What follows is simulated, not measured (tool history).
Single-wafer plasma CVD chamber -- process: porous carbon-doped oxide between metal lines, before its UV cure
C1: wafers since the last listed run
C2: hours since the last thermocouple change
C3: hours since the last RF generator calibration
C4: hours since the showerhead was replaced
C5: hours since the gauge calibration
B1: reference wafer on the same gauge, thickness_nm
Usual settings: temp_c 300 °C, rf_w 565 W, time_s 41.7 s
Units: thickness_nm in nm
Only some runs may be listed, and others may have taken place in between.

{"run": 1, "hour": 0.0, "temp_c": 300, "rf_w": 600, "time_s": 41.7, "C1": 0, "C2": 918.0, "C3": 415.0, "C4": 1765.3, "C5": 568.4, "B1": 262.172, "thickness_nm": 253.945}
{"run": 2, "hour": 39.6, "temp_c": 300, "rf_w": 610, "time_s": 41.7, "C1": 1011, "C2": 957.6, "C3": 454.6, "C4": 1804.9, "C5": 608.0, "B1": 262.458, "thickness_nm": 257.122}
{"run": 3, "hour": 77.9, "temp_c": 300, "rf_w": 565, "time_s": 41.7, "C1": 977, "C2": 995.9, "C3": 492.9, "C4": 1843.2, "C5": 646.3, "B1": 262.763, "thickness_nm": 244.362}
{"run": 4, "hour": 114.9, "temp_c": 300, "rf_w": 565, "time_s": 41.7, "C1": 944, "C2": 1032.9, "C3": 529.9, "C4": 1880.2, "C5": 683.3, "B1": 262.93, "thickness_nm": 244.819}
{"run": 5, "hour": 140.9, "temp_c": 300, "rf_w": 565, "time_s": 36.1, "C1": 663, "C2": 1058.9, "C3": 555.9, "C4": 1906.2, "C5": 709.3, "B1": 263.156, "thickness_nm": 215.243}
{"run": 6, "hour": 210.5, "temp_c": 300, "rf_w": 565, "time_s": 36.1, "C1": 1776, "C2": 1128.5, "C3": 625.5, "C4": 1975.8, "C5": 778.9, "B1": 263.756, "thickness_nm": 214.427}
{"run": 7, "hour": 273.8, "temp_c": 300, "rf_w": 565, "time_s": 41.7, "C1": 1616, "C2": 1191.8, "C3": 688.8, "C4": 2039.1, "C5": 842.2, "B1": 263.84, "thickness_nm": 248.013}
{"run": 8, "hour": 308.0, "temp_c": 300, "rf_w": 565, "time_s": 41.7, "C1": 873, "C2": 1226.0, "C3": 723.0, "C4": 2073.3, "C5": 876.4, "B1": 264.112, "thickness_nm": 247.288}
{"run": 9, "hour": 332.1, "temp_c": 300, "rf_w": 565, "time_s": 41.7, "C1": 615, "C2": 1250.1, "C3": 747.1, "C4": 2097.4, "C5": 900.5, "B1": 264.661, "thickness_nm": 248.426}
{"run": 10, "hour": 369.9, "temp_c": 300, "rf_w": 565, "time_s": 41.7, "C1": 965, "C2": 1287.9, "C3": 784.9, "C4": 2135.2, "C5": 938.3, "B1": 264.766, "thickness_nm": 248.097}
{"run": 11, "hour": 401.0, "temp_c": 300, "rf_w": 565, "time_s": 41.7, "C1": 793, "C2": 1319.0, "C3": 816.0, "C4": 2166.3, "C5": 969.4, "B1": 265.381, "thickness_nm": 247.178}
{"run": 12, "hour": 455.3, "temp_c": 300, "rf_w": 565, "time_s": 41.7, "C1": 1386, "C2": 1373.3, "C3": 870.3, "C4": 2220.6, "C5": 1023.7, "B1": 265.32, "thickness_nm": 247.973}
{"run": 13, "hour": 481.2, "temp_c": 300, "rf_w": 525, "time_s": 41.7, "C1": 661, "C2": 1399.2, "C3": 896.2, "C4": 2246.5, "C5": 1049.6, "B1": 265.898, "thickness_nm": 237.365}
{"run": 14, "hour": 515.7, "temp_c": 300, "rf_w": 525, "time_s": 41.7, "C1": 880, "C2": 1433.7, "C3": 930.7, "C4": 2281.0, "C5": 1084.1, "B1": 266.25, "thickness_nm": 238.187}
{"hour": 532.2, "done": "thermocouple changed; heater temperature recalibrated"}
{"run": 15, "hour": 539.7, "temp_c": 300, "rf_w": 565, "time_s": 41.7, "C1": 408, "C2": 7.5, "C3": 954.7, "C4": 2305.0, "C5": 1108.1, "B1": 266.562, "thickness_nm": 250.565}
{"run": 16, "hour": 593.5, "temp_c": 300, "rf_w": 600, "time_s": 41.7, "C1": 1373, "C2": 61.3, "C3": 1008.5, "C4": 2358.8, "C5": 1161.9, "B1": 266.977, "thickness_nm": 257.553}
{"run": 17, "hour": 650.6, "temp_c": 293, "rf_w": 565, "time_s": 46.8, "C1": 1457, "C2": 118.4, "C3": 1065.6, "C4": 2415.9, "C5": 1219.0, "B1": 267.553, "thickness_nm": 292.986}
{"run": 18, "hour": 720.8, "temp_c": 311, "rf_w": 510, "time_s": 39.6, "C1": 1792, "C2": 188.6, "C3": 1135.8, "C4": 2486.1, "C5": 1289.2, "B1": 268.556, "thickness_nm": 211.392}
{"run": 19, "hour": 762.0, "temp_c": 315, "rf_w": 505, "time_s": 38.9, "C1": 1051, "C2": 229.8, "C3": 1177.0, "C4": 2527.3, "C5": 1330.4, "B1": 268.944, "thickness_nm": 201.592}
{"hour": 771.7, "done": "gauge calibrated"}
{"hour": 796.7, "done": "showerhead replaced"}
{"run": 20, "hour": 803.1, "temp_c": 312, "rf_w": 610, "time_s": 36.7, "C1": 845, "C2": 270.9, "C3": 1218.1, "C4": 6.4, "C5": 31.4, "B1": 260.968, "thickness_nm": 207.681}
{"run": 21, "hour": 840.6, "temp_c": 300, "rf_w": 565, "time_s": 41.7, "C1": 957, "C2": 308.4, "C3": 1255.6, "C4": 43.9, "C5": 68.9, "B1": 260.919, "thickness_nm": 245.905}
{"run": 22, "hour": 882.1, "temp_c": 310, "rf_w": 565, "time_s": 45.5, "C1": 1059, "C2": 349.9, "C3": 1297.1, "C4": 85.4, "C5": 110.4, "B1": 260.709, "thickness_nm": 249.407}
{"hour": 894.2, "done": "RF generator calibrated"}
{"run": 23, "hour": 937.1, "temp_c": 289, "rf_w": 485, "time_s": 41.7, "C1": 1199, "C2": 404.9, "C3": 42.9, "C4": 140.4, "C5": 165.4, "B1": 261.193, "thickness_nm": 241.779}
{"run": 24, "hour": 1002.6, "temp_c": 300, "rf_w": 565, "time_s": 41.7, "C1": 1672, "C2": 470.4, "C3": 108.4, "C4": 205.9, "C5": 230.9, "B1": 261.229, "thickness_nm": 245.562}
{"run": 25, "hour": 1069.9, "temp_c": 305, "rf_w": 630, "time_s": 41.7, "C1": 1718, "C2": 537.7, "C3": 175.7, "C4": 273.2, "C5": 298.2, "B1": 261.253, "thickness_nm": 252.972}
{"run": 26, "hour": 1107.6, "temp_c": 287, "rf_w": 520, "time_s": 41.7, "C1": 962, "C2": 575.4, "C3": 213.4, "C4": 310.9, "C5": 335.9, "B1": 261.454, "thickness_nm": 254.214}
{"run": 27, "hour": 1137.8, "temp_c": 286, "rf_w": 565, "time_s": 41.7, "C1": 771, "C2": 605.6, "C3": 243.6, "C4": 341.1, "C5": 366.1, "B1": 261.051, "thickness_nm": 268.55}
{"run": 28, "hour": 1209.6, "temp_c": 287, "rf_w": 565, "time_s": 41.7, "C1": 1833, "C2": 677.4, "C3": 315.4, "C4": 412.9, "C5": 437.9, "B1": 262.032, "thickness_nm": 266.429}

Selected run-to-run steps in thickness_nm, each split into two signed amounts: the part the tool would show with no hidden state at all (from settings, incoming material and random variation), and the remainder, which goes to the hidden state together with any gauge scatter not common to the measured and the hidden-state-free results:
What the log doesn't record here: wafer temperature above the value expected at the setpoint (K); delivered RF power above the setpoint (%); gauge reads high (%).
Run 16 -> 17: temp_c 300 -> 293, rf_w 600 -> 565, time_s 41.7 -> 46.8. thickness_nm +35.433 nm: hidden state +1.485, all else +33.948.
Run 17 -> 18: temp_c 293 -> 311, rf_w 565 -> 510, time_s 46.8 -> 39.6. thickness_nm -81.594 nm: hidden state -1.411, all else -80.183.
Run 19 -> 20: temp_c 315 -> 312, rf_w 505 -> 610, time_s 38.9 -> 36.7, gauge calibrated, showerhead replaced. thickness_nm +6.089 nm: hidden state -6.134, all else +12.223.
Run 20 -> 21: temp_c 312 -> 300, rf_w 610 -> 565, time_s 36.7 -> 41.7. thickness_nm +38.224 nm: hidden state -0.005, all else +38.229.
